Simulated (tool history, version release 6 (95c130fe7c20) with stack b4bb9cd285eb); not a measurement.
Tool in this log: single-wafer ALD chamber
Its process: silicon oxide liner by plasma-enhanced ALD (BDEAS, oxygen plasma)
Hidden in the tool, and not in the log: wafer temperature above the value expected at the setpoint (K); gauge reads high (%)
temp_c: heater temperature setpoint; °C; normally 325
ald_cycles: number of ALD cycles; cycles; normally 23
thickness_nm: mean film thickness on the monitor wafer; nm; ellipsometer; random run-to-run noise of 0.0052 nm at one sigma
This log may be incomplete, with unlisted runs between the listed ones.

| run | hour | temp_c | ald_cycles | wafers since the last listed run | hours since the last thermocouple change | hours since the gauge calibration | read-back reference wafer on the same gauge, thickness_nm | thickness_nm |
|---|---|---|---|---|---|---|---|---|
| 1 | 0 | 325 | 23 | 0 | 1354.5 | 1131.4 | 2.311 | 2.08 |
| 2 | 92 | 325 | 23 | 766 | 1446.5 | 1223.4 | 2.309 | 2.075 |
| 3 | 122.7 | 325 | 20 | 255 | 1477.2 | 1254.1 | 2.31 | 1.804 |
| 4 | 152.5 | 325 | 20 | 248 | 1507 | 1283.9 | 2.309 | 1.796 |
| 5 | 180.9 | 325 | 20 | 236 | 1535.4 | 1312.3 | 2.31 | 1.799 |
| 6 | 200.4 | 316 | 23 | 162 | 1554.9 | 1331.8 | 2.308 | 2.093 |
| 7 | 227.6 | 316 | 23 | 226 | 1582.1 | 1359 | 2.309 | 2.099 |
| 8 | 247.1 | 316 | 23 | 162 | 1601.6 | 1378.5 | 2.31 | 2.091 |
| 9 | 274 | 325 | 23 | 224 | 1628.5 | 1405.4 | 2.31 | 2.07 |
| 10 | 364.4 | 325 | 23 | 752 | 1718.9 | 1495.8 | 2.312 | 2.074 |
| 11 | 377.2 | 325 | 23 | 106 | 1731.7 | 1508.6 | 2.309 | 2.065 |
| 12 | 455.1 | 325 | 23 | 648 | 1809.6 | 1586.5 | 2.311 | 2.07 |
| 13 | 490.8 | 325 | 23 | 297 | 1845.3 | 1622.2 | 2.31 | 2.059 |
| 14 | 510.8 | 325 | 23 | 166 | 1865.3 | 1642.2 | 2.311 | 2.069 |
| 15 | 537.4 | 325 | 23 | 221 | 1891.9 | 1668.8 | 2.31 | 2.062 |
| 16 | 571.1 | 325 | 23 | 280 | 1925.6 | 1702.5 | 2.309 | 2.067 |
| 17 | 595.6 | 325 | 23 | 204 | 1950.1 | 1727 | 2.311 | 2.07 |
| 18 | 631.3 | 325 | 23 | 297 | 1985.8 | 1762.7 | 2.31 | 2.079 |
|  | 651 | thermocouple changed; heater temperature recalibrated |
|  | 661.3 | gauge calibrated |
| 19 | 662.4 | 325 | 23 | 192 | 11.4 | 1.1 | 2.309 | 2.066 |
| 20 | 695.2 | 334 | 23 | 273 | 44.2 | 33.9 | 2.31 | 2.042 |
| 21 | 723.1 | 334 | 23 | 232 | 72.1 | 61.8 | 2.311 | 2.046 |
| 22 | 751.9 | 334 | 23 | 239 | 100.9 | 90.6 | 2.308 | 2.044 |
| 23 | 772.9 | 325 | 23 | 174 | 121.9 | 111.6 | 2.31 | 2.067 |
| 24 | 799 | 325 | 26 | 217 | 148 | 137.7 | 2.31 | 2.342 |
| 25 | 821.2 | 325 | 23 | 184 | 170.2 | 159.9 | 2.31 | 2.069 |
| 26 | 839.2 | 321 | 25 | 149 | 188.2 | 177.9 | 2.309 | 2.249 |
| 27 | 852.4 | 338 | 23 | 109 | 201.4 | 191.1 | 2.31 | 2.026 |
| 28 | 884.9 | 325 | 23 | 270 | 233.9 | 223.6 | 2.31 | 2.064 |
| 29 | 902.6 | 325 | 21 | 147 | 251.6 | 241.3 | 2.31 | 1.885 |
| 30 | 923.9 | 325 | 23 | 177 | 272.9 | 262.6 | 2.311 | 2.071 |
| 31 | 959.4 | 338 | 26 | 295 | 308.4 | 298.1 | 2.31 | 2.288 |
| 32 | 995.3 | 325 | 23 | 298 | 344.3 | 334 | 2.31 | 2.068 |
| 33 | 1018.7 | 325 | 23 | 194 | 367.7 | 357.4 | 2.31 | 2.07 |
| 34 | 1045.6 | 325 | 23 | 224 | 394.6 | 384.3 | 2.308 | 2.069 |
| 35 | 1078.8 | 325 | 18 | 276 | 427.8 | 417.5 | 2.31 | 1.621 |
| 36 | 1099.5 | 319 | 23 | 172 | 448.5 | 438.2 | 2.311 | 2.09 |
| 37 | 1129.7 | 325 | 27 | 251 | 478.7 | 468.4 | 2.311 | 2.425 |
| 38 | 1156.4 | 318 | 23 | 222 | 505.4 | 495.1 | 2.31 | 2.087 |
| 39 | 1187.9 | 325 | 24 | 262 | 536.9 | 526.6 | 2.31 | 2.161 |
| 40 | 1223.5 | 339 | 20 | 296 | 572.5 | 562.2 | 2.309 | 1.764 |
| 41 | 1244 | 312 | 23 | 170 | 593 | 582.7 | 2.311 | 2.111 |
| 42 | 1276.8 | 331 | 23 | 273 | 625.8 | 615.5 | 2.31 | 2.054 |
| 43 | 1289.5 | 320 | 20 | 105 | 638.5 | 628.2 | 2.31 | 1.815 |
| 44 | 1320.2 | 314 | 27 | 255 | 669.2 | 658.9 | 2.311 | 2.47 |
| 45 | 1336.4 | 332 | 19 | 134 | 685.4 | 675.1 | 2.311 | 1.686 |
| 46 | 1360.9 | 325 | 23 | 204 | 709.9 | 699.6 | 2.311 | 2.061 |

How the hidden state differs across the entries between the runs, from the last listed run before each to the first after it:
Logged between run 18 and run 19: thermocouple changed; heater temperature recalibrated (hour 651); gauge calibrated (hour 661.3)
  nothing in the hidden state changes from one run to the other
